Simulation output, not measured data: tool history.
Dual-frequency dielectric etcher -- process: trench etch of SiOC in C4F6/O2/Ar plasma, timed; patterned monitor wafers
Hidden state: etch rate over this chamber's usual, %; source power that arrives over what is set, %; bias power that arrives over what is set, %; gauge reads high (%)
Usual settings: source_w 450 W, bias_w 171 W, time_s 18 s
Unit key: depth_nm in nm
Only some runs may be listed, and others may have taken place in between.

| run | day | source_w | bias_w | time_s | wafers since the last listed run | hours since the last wet clean | hours since the last source power generator calibration | hours since the last bias power generator calibration | hours since the last upper electrode change | hours since the gauge calibration | read-back reference wafer on the same gauge, depth_nm | depth_nm |
|---|---|---|---|---|---|---|---|---|---|---|---|---|
| 1 | 0 | 450 | 171 | 18 | 0 | 630.6 | 3283.6 | 3873.3 | 2068.7 | 883.7 | 34.08 | 36.56 |
|  | 1.408 | wet clean of the chamber |
| 2 | 2.433 | 450 | 171 | 18 | 791 | 24.6 | 3342 | 3931.7 | 2127.1 | 942.1 | 34.11 | 35.49 |
|  | 4.683 | gauge calibrated |
| 3 | 10.575 | 450 | 171 | 18 | 4496 | 220 | 3537.4 | 4127.1 | 2322.5 | 141.4 | 34.08 | 35.74 |
| 4 | 12.196 | 450 | 171 | 18 | 895 | 258.9 | 3576.3 | 4166 | 2361.4 | 180.3 | 34.08 | 35.89 |
| 5 | 13.733 | 450 | 171 | 18 | 849 | 295.8 | 3613.2 | 4202.9 | 2398.3 | 217.2 | 34.12 | 35.83 |
| 6 | 14.892 | 450 | 171 | 18 | 639 | 323.6 | 3641 | 4230.7 | 2426.1 | 245 | 34.1 | 35.88 |
| 7 | 16.158 | 450 | 171 | 18 | 699 | 354 | 3671.4 | 4261.1 | 2456.5 | 275.4 | 34.09 | 35.83 |
| 8 | 17.221 | 450 | 171 | 18 | 586 | 379.5 | 3696.9 | 4286.6 | 2482 | 300.9 | 34.11 | 35.98 |
| 9 | 20.2 | 450 | 180 | 19.5 | 1645 | 451 | 3768.4 | 4358.1 | 2553.5 | 372.4 | 34.12 | 39.97 |
| 10 | 22.979 | 450 | 171 | 18 | 1534 | 517.7 | 3835.1 | 4424.8 | 2620.2 | 439.1 | 34.12 | 36.22 |
| 11 | 24.138 | 450 | 171 | 18 | 639 | 545.5 | 3862.9 | 4452.6 | 2648 | 466.9 | 34.1 | 36.05 |
| 12 | 25.667 | 450 | 171 | 18 | 844 | 582.2 | 3899.6 | 4489.3 | 2684.7 | 503.6 | 34.09 | 36.32 |
|  | 28.529 | wet clean of the chamber |
|  | 31.554 | source power generator calibrated |
| 13 | 32 | 450 | 171 | 18 | 2853 | 83.3 | 10.7 | 4641.3 | 2836.7 | 655.6 | 34.09 | 35.64 |
|  | 34.892 | upper electrode replaced |
| 14 | 34.933 | 450 | 171 | 18 | 1067 | 153.7 | 81.1 | 4711.7 | 1 | 726 | 34.12 | 35.77 |
| 15 | 37.525 | 370 | 171 | 15 | 1431 | 215.9 | 143.3 | 4773.9 | 63.2 | 788.2 | 34.12 | 27.52 |
| 16 | 40.2 | 540 | 182 | 19.5 | 1477 | 280.1 | 207.5 | 4838.1 | 127.4 | 852.4 | 34.1 | 43.06 |
| 17 | 47.108 | 540 | 204 | 13.5 | 3815 | 445.9 | 373.3 | 5003.9 | 293.2 | 1018.2 | 34.09 | 31.45 |
| 18 | 48.842 | 520 | 171 | 16 | 957 | 487.5 | 414.9 | 5045.5 | 334.8 | 1059.8 | 34.12 | 34.24 |
|  | 51 | wet clean of the chamber |
|  | 53.2 | gauge calibrated |
|  | 53.229 | bias power generator calibrated |
| 19 | 53.25 | 450 | 211 | 16 | 1790 | 54 | 520.7 | 0.5 | 440.6 | 1.2 | 34.09 | 35.54 |
| 20 | 55.712 | 450 | 171 | 18 | 1359 | 113.1 | 579.8 | 59.6 | 499.7 | 60.3 | 34.09 | 36.71 |
| 21 | 56.846 | 450 | 171 | 18 | 625 | 140.3 | 607 | 86.8 | 526.9 | 87.5 | 34.08 | 36.8 |
| 22 | 58.442 | 450 | 171 | 18 | 881 | 178.6 | 645.3 | 125.1 | 565.2 | 125.8 | 34.1 | 36.85 |
| 23 | 60.229 | 360 | 171 | 14 | 987 | 221.5 | 688.2 | 168 | 608.1 | 168.7 | 34.13 | 26.17 |
| 24 | 62.542 | 450 | 192 | 18 | 1277 | 277 | 743.7 | 223.5 | 663.6 | 224.2 | 34.09 | 38.7 |
| 25 | 64.612 | 380 | 156 | 18 | 1143 | 326.7 | 793.4 | 273.2 | 713.3 | 273.9 | 34.09 | 33.2 |
| 26 | 65.779 | 450 | 134 | 21.5 | 644 | 354.7 | 821.4 | 301.2 | 741.3 | 301.9 | 34.1 | 39.93 |
| 27 | 68.217 | 370 | 199 | 18 | 1346 | 413.2 | 879.9 | 359.7 | 799.8 | 360.4 | 34.12 | 36.38 |
| 28 | 70.692 | 350 | 132 | 18 | 1366 | 472.6 | 939.3 | 419.1 | 859.2 | 419.8 | 34.08 | 29.98 |
| 29 | 72.488 | 450 | 212 | 18 | 991 | 515.7 | 982.4 | 462.2 | 902.3 | 462.9 | 34.11 | 40.73 |

How would selected steps in depth_nm from run to run divide? Give the signed amount a tool lacking its hidden state would still show from settings, what came in and random variation, and the signed amount left for the hidden state, including any gauge scatter that is not in both of the compared results.
Run 1 -> 2: wet clean of the chamber. depth_nm -1.07 nm: hidden state -1.07, all else +0.
Run 12 -> 13: wet clean of the chamber, source power generator calibrated. depth_nm -0.68 nm: hidden state -0.6, all else -0.08.
Run 15 -> 16: source_w 370 -> 540, bias_w 171 -> 182, time_s 15 -> 19.5. depth_nm +15.54 nm: hidden state -0.08, all else +15.62.
Run 23 -> 24: source_w 360 -> 450, bias_w 171 -> 192, time_s 14 -> 18. depth_nm +12.53 nm: hidden state +0.24, all else +12.29.

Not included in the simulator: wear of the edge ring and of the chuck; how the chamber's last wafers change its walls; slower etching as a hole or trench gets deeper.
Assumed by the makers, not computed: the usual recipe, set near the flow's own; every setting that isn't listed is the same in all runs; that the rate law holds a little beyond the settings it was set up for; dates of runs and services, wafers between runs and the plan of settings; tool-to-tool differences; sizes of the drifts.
